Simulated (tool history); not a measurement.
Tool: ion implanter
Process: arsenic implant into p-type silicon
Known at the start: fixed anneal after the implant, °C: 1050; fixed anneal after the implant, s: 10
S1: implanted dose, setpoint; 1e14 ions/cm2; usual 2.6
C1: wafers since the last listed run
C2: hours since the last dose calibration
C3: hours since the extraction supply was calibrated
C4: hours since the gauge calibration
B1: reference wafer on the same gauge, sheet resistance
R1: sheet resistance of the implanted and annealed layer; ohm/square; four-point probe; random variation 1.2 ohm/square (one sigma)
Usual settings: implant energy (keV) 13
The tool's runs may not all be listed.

{"run": 1, "hour": 0.0, "S1": 2.6, "implant energy (keV)": 13, "C1": 0, "C2": 2050, "C3": 2989.7, "C4": 91.3, "B1": 371.69, "R1": 354.32}
{"run": 2, "hour": 12.7, "S1": 2.6, "implant energy (keV)": 13, "C1": 180, "C2": 2062.7, "C3": 3002.4, "C4": 104, "B1": 372.01, "R1": 353.06}
{"run": 3, "hour": 30.5, "S1": 2.6, "implant energy (keV)": 13, "C1": 252, "C2": 2080.5, "C3": 3020.2, "C4": 121.8, "B1": 372.81, "R1": 352.54}
{"run": 4, "hour": 42.8, "S1": 2.84, "implant energy (keV)": 13, "C1": 174, "C2": 2092.8, "C3": 3032.5, "C4": 134.1, "B1": 372.08, "R1": 330.5}
{"run": 5, "hour": 53.4, "S1": 2.6, "implant energy (keV)": 9.5, "C1": 150, "C2": 2103.4, "C3": 3043.1, "C4": 144.7, "B1": 372.2, "R1": 362.24}
{"hour": 58.4, "done": "gauge calibrated"}
{"run": 6, "hour": 62.6, "S1": 2.6, "implant energy (keV)": 9.5, "C1": 130, "C2": 2112.6, "C3": 3052.3, "C4": 4.2, "B1": 372.27, "R1": 364.01}
{"run": 7, "hour": 76.5, "S1": 2.6, "implant energy (keV)": 9.5, "C1": 197, "C2": 2126.5, "C3": 3066.2, "C4": 18.1, "B1": 372.67, "R1": 360.86}
{"run": 8, "hour": 86.1, "S1": 2.6, "implant energy (keV)": 13, "C1": 136, "C2": 2136.1, "C3": 3075.8, "C4": 27.7, "B1": 372.44, "R1": 355.11}
{"run": 9, "hour": 103.5, "S1": 2.6, "implant energy (keV)": 13, "C1": 247, "C2": 2153.5, "C3": 3093.2, "C4": 45.1, "B1": 371.79, "R1": 352.66}
{"run": 10, "hour": 115.5, "S1": 2.6, "implant energy (keV)": 13, "C1": 170, "C2": 2165.5, "C3": 3105.2, "C4": 57.1, "B1": 371.94, "R1": 351.71}
{"run": 11, "hour": 122.2, "S1": 2.6, "implant energy (keV)": 15.5, "C1": 95, "C2": 2172.2, "C3": 3111.9, "C4": 63.8, "B1": 371.75, "R1": 346.17}
{"hour": 132.1, "done": "extraction supply calibrated"}
{"run": 12, "hour": 132.6, "S1": 2.6, "implant energy (keV)": 13, "C1": 34, "C2": 2182.6, "C3": 0.5, "C4": 74.2, "B1": 372.03, "R1": 354.61}
{"hour": 141.0, "done": "Faraday cup replaced and dose calibrated"}
{"run": 13, "hour": 141.5, "S1": 3.09, "implant energy (keV)": 8.5, "C1": 12, "C2": 0.5, "C3": 9.4, "C4": 83.1, "B1": 371.67, "R1": 322.69}
{"run": 14, "hour": 146.6, "S1": 2.6, "implant energy (keV)": 13, "C1": 72, "C2": 5.6, "C3": 14.5, "C4": 88.2, "B1": 372.28, "R1": 353.41}
{"run": 15, "hour": 157.7, "S1": 3.14, "implant energy (keV)": 10, "C1": 157, "C2": 16.7, "C3": 25.6, "C4": 99.3, "B1": 372.24, "R1": 314.7}
{"run": 16, "hour": 173.2, "S1": 2.23, "implant energy (keV)": 16.5, "C1": 220, "C2": 32.2, "C3": 41.1, "C4": 114.8, "B1": 372.28, "R1": 387.64}
{"run": 17, "hour": 188.2, "S1": 2.6, "implant energy (keV)": 10.5, "C1": 212, "C2": 47.2, "C3": 56.1, "C4": 129.8, "B1": 371.85, "R1": 359.17}
{"run": 18, "hour": 202.4, "S1": 3.2, "implant energy (keV)": 16, "C1": 201, "C2": 61.4, "C3": 70.3, "C4": 144, "B1": 371.69, "R1": 293.95}
{"hour": 208.3, "done": "gauge calibrated"}
{"run": 19, "hour": 216.6, "S1": 2.6, "implant energy (keV)": 13, "C1": 201, "C2": 75.6, "C3": 84.5, "C4": 8.3, "B1": 371.7, "R1": 353}
{"run": 20, "hour": 233.1, "S1": 2.6, "implant energy (keV)": 13, "C1": 234, "C2": 92.1, "C3": 101, "C4": 24.8, "B1": 372.33, "R1": 352.91}
{"run": 21, "hour": 239.6, "S1": 1.96, "implant energy (keV)": 14.5, "C1": 92, "C2": 98.6, "C3": 107.5, "C4": 31.3, "B1": 372.19, "R1": 431.91}
{"run": 22, "hour": 249.0, "S1": 3.09, "implant energy (keV)": 8.5, "C1": 133, "C2": 108, "C3": 116.9, "C4": 40.7, "B1": 371.28, "R1": 321.44}
{"run": 23, "hour": 255.9, "S1": 2.21, "implant energy (keV)": 13, "C1": 97, "C2": 114.9, "C3": 123.8, "C4": 47.6, "B1": 372.84, "R1": 400.23}
{"run": 24, "hour": 268.2, "S1": 2.6, "implant energy (keV)": 15, "C1": 174, "C2": 127.2, "C3": 136.1, "C4": 59.9, "B1": 371.69, "R1": 346.74}

Hidden state at the last listed run before each entry between runs and at the first one after, where it differs:
Between runs 5 and 6: gauge calibrated (hour 58.4)
  no hidden state differs between the two runs
Between runs 11 and 12: extraction supply calibrated (hour 132.1)
  no hidden state differs between the two runs
Between runs 12 and 13: Faraday cup replaced and dose calibrated (hour 141)
  no hidden state differs between the two runs
Between runs 18 and 19: gauge calibrated (hour 208.3)
  no hidden state differs between the two runs
